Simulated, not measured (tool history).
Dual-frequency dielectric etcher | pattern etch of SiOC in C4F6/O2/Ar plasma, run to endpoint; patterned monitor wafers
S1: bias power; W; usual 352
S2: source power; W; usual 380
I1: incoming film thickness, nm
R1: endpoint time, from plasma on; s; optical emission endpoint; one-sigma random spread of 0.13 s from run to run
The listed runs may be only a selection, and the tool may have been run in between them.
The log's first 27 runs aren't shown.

| run | hour | S1 | S2 | I1 | R1 |
|---|---|---|---|---|---|
| 28 | 1982.8 | 352 | 320 | 42.44 | 17.6 |
| 29 | 2024.6 | 410 | 380 | 42.69 | 15.7 |
| 30 | 2098.0 | 352 | 380 | 42.43 | 16.1 |
| 31 | 2340.3 | 404 | 380 | 43.24 | 16.2 |
|  | 2402.7 | wet clean of the chamber |
| 32 | 2442.4 | 352 | 380 | 43.17 | 16.5 |
| 33 | 2529.7 | 385 | 480 | 43.12 | 14.6 |
| 34 | 2614.3 | 289 | 380 | 43.46 | 17.4 |
| 35 | 2714.3 | 352 | 350 | 42.87 | 17.2 |

Each row is a separate what-if for the run after 35, all from the same tool condition, not one after another. Results?
| A | 2714.7 | 352 | 380 | 43.28 | ? |
| B | 2714.7 | 352 | 280 | 43.28 | ? |
| C | 2714.7 | 352 | 470 | 43.28 | ? |
| D | 2714.7 | 424 | 340 | 43.28 | ? |

| run | R1 |
|---|---|
| A | 16.7 |
| B | 19.4 |
| C | 15.1 |
| D | 16.8 |
What these runs would have given with no unlogged condition in the tool:
| run | R1 |
|---|---|
| A | 16.7 |
| B | 19.4 |
| C | 15.1 |
| D | 16.8 |
